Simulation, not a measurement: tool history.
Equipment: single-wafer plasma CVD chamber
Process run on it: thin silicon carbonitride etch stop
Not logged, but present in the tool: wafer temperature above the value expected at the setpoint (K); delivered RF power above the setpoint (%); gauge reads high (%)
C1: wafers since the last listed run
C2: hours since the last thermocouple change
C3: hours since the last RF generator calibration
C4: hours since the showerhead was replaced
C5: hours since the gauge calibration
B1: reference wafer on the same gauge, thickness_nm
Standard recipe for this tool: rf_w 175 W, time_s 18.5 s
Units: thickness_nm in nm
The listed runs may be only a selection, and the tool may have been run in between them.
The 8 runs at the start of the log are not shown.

{"run": 9, "day": 22.071, "rf_w": 175, "time_s": 17.3, "C1": 1897, "C2": 2512.0, "C3": 1369.3, "C4": 6208.0, "C5": 1465.8, "B1": 8.667, "thickness_nm": 8.474}
{"run": 10, "day": 24.104, "rf_w": 175, "time_s": 18.5, "C1": 1488, "C2": 2560.8, "C3": 1418.1, "C4": 6256.8, "C5": 1514.6, "B1": 8.656, "thickness_nm": 9.061}
{"run": 11, "day": 25.55, "rf_w": 175, "time_s": 18.5, "C1": 1058, "C2": 2595.5, "C3": 1452.8, "C4": 6291.5, "C5": 1549.3, "B1": 8.666, "thickness_nm": 8.982}
{"day": 29.792, "done": "thermocouple changed; heater temperature recalibrated"}
{"run": 12, "day": 29.812, "rf_w": 175, "time_s": 18.5, "C1": 2876, "C2": 0.5, "C3": 1555.1, "C4": 6393.8, "C5": 1651.6, "B1": 8.658, "thickness_nm": 8.913}
{"run": 13, "day": 31.942, "rf_w": 175, "time_s": 18.5, "C1": 1558, "C2": 51.6, "C3": 1606.2, "C4": 6444.9, "C5": 1702.7, "B1": 8.658, "thickness_nm": 9.015}
{"run": 14, "day": 33.325, "rf_w": 200, "time_s": 18.5, "C1": 1012, "C2": 84.8, "C3": 1639.4, "C4": 6478.1, "C5": 1735.9, "B1": 8.656, "thickness_nm": 9.358}
{"day": 34.525, "done": "gauge calibrated"}
{"run": 15, "day": 35.846, "rf_w": 175, "time_s": 18.5, "C1": 1845, "C2": 145.3, "C3": 1699.9, "C4": 6538.6, "C5": 31.7, "B1": 8.668, "thickness_nm": 8.915}
{"run": 16, "day": 37.812, "rf_w": 175, "time_s": 18.5, "C1": 1439, "C2": 192.5, "C3": 1747.1, "C4": 6585.8, "C5": 78.9, "B1": 8.637, "thickness_nm": 8.966}
{"run": 17, "day": 40.562, "rf_w": 175, "time_s": 18.5, "C1": 2013, "C2": 258.5, "C3": 1813.1, "C4": 6651.8, "C5": 144.9, "B1": 8.664, "thickness_nm": 9.03}
{"day": 42.329, "done": "showerhead replaced"}
{"day": 42.521, "done": "RF generator calibrated"}
{"run": 18, "day": 42.542, "rf_w": 150, "time_s": 15.4, "C1": 1064, "C2": 306.0, "C3": 0.5, "C4": 5.1, "C5": 192.4, "B1": 8.658, "thickness_nm": 7.338}
{"run": 19, "day": 43.246, "rf_w": 175, "time_s": 18.5, "C1": 515, "C2": 322.9, "C3": 17.4, "C4": 22.0, "C5": 209.3, "B1": 8.649, "thickness_nm": 9.132}
{"run": 20, "day": 45.8, "rf_w": 145, "time_s": 17.2, "C1": 1869, "C2": 384.2, "C3": 78.7, "C4": 83.3, "C5": 270.6, "B1": 8.664, "thickness_nm": 8.142}
{"run": 21, "day": 47.121, "rf_w": 175, "time_s": 18.5, "C1": 966, "C2": 415.9, "C3": 110.4, "C4": 115.0, "C5": 302.3, "B1": 8.665, "thickness_nm": 9.212}
{"run": 22, "day": 48.425, "rf_w": 205, "time_s": 19.8, "C1": 954, "C2": 447.2, "C3": 141.7, "C4": 146.3, "C5": 333.6, "B1": 8.663, "thickness_nm": 10.244}
{"run": 23, "day": 49.858, "rf_w": 175, "time_s": 18.5, "C1": 1049, "C2": 481.6, "C3": 176.1, "C4": 180.7, "C5": 368.0, "B1": 8.654, "thickness_nm": 9.205}
{"run": 24, "day": 51.271, "rf_w": 200, "time_s": 21.8, "C1": 1034, "C2": 515.5, "C3": 210.0, "C4": 214.6, "C5": 401.9, "B1": 8.649, "thickness_nm": 11.083}
{"run": 25, "day": 53.112, "rf_w": 195, "time_s": 15.2, "C1": 1348, "C2": 559.7, "C3": 254.2, "C4": 258.8, "C5": 446.1, "B1": 8.662, "thickness_nm": 7.818}
{"run": 26, "day": 55.042, "rf_w": 195, "time_s": 15.6, "C1": 1412, "C2": 606.0, "C3": 300.5, "C4": 305.1, "C5": 492.4, "B1": 8.652, "thickness_nm": 7.896}
{"run": 27, "day": 57.892, "rf_w": 175, "time_s": 18.5, "C1": 2086, "C2": 674.4, "C3": 368.9, "C4": 373.5, "C5": 560.8, "B1": 8.676, "thickness_nm": 9.116}
{"run": 28, "day": 60.692, "rf_w": 150, "time_s": 19.6, "C1": 2049, "C2": 741.6, "C3": 436.1, "C4": 440.7, "C5": 628.0, "B1": 8.662, "thickness_nm": 9.284}
{"run": 29, "day": 63.625, "rf_w": 195, "time_s": 18.5, "C1": 2147, "C2": 812.0, "C3": 506.5, "C4": 511.1, "C5": 698.4, "B1": 8.665, "thickness_nm": 9.385}
{"run": 30, "day": 66.088, "rf_w": 200, "time_s": 15.4, "C1": 1802, "C2": 871.1, "C3": 565.6, "C4": 570.2, "C5": 757.5, "B1": 8.655, "thickness_nm": 7.898}

Run 31, settings as shown, results not yet in. Your forecast:
{"run": 31, "day": 67.408, "rf_w": 175, "time_s": 18.5, "C1": 966, "C2": 902.8, "C3": 597.3, "C4": 601.9, "C5": 789.2, "B1": "?", "thickness_nm": "?"}

Run 31 yielded B1 8.660, thickness_nm 9.130 nm.
The same run, on a tool lacking any hidden state, would have yielded thickness_nm 9.171 nm.
